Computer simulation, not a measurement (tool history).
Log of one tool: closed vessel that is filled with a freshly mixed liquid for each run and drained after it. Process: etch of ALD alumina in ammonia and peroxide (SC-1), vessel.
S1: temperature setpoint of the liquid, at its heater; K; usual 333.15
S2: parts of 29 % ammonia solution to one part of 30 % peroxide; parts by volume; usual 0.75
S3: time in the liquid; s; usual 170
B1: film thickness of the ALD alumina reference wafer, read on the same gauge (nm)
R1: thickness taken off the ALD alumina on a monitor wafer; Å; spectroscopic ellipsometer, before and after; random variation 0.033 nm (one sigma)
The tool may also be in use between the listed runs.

run	hour	S1	S2	S3	B1	R1
1	0	333.15	0.6	170	89.99	171.1
2	10.2	333.15	0.6	170	90.02	171.3
3	42.6	333.15	0.6	170	90	171.3
4	50.8	333.15	0.75	170	89.99	175
5	61	333.15	0.75	170	90.01	174.9
6	76.1	333.15	0.75	170	90.05	176
7	87.2	333.15	1	170	90.01	179.5
# hour 88.2: gauge calibrated
# hour 92.7: ammonia flow meter replaced
8	118.9	333.15	0.75	170	90.02	175.6
9	125.6	342.65	0.6	215	90.01	346.8
# hour 145.8: new drum of ammonia solution connected
10	155.3	333.15	0.75	265	89.99	274.9
11	165.3	333.15	1.05	245	89.99	261.4
12	172.6	333.15	0.75	170	90	176.5
# hour 189.3: thermometer replaced
13	189.7	328.15	0.75	170	90.02	127.4
14	207.1	323.65	1	105	89.97	63.4
15	223.7	343.15	0.4	145	89.97	218.4
16	239.7	333.15	1.05	170	90.01	171.3
# hour 247.3: gauge calibrated
17	257.4	329.65	0.9	70	90.03	57.8

3 ways to go on from here, each from the tool as it stands after run 17. What would each give?
A	258.1	333.15	0.75	170	?	?
B	258.1	333.15	1.05	210	?	?
C	258.1	325.65	0.45	235	?	?

run	B1	R1
A	89.97	166.1
B	89.97	211.8
C	89.97	147.5
Without the tool's hidden state the same runs would have given:
run	R1
A	164.8
B	210.2
C	146.3
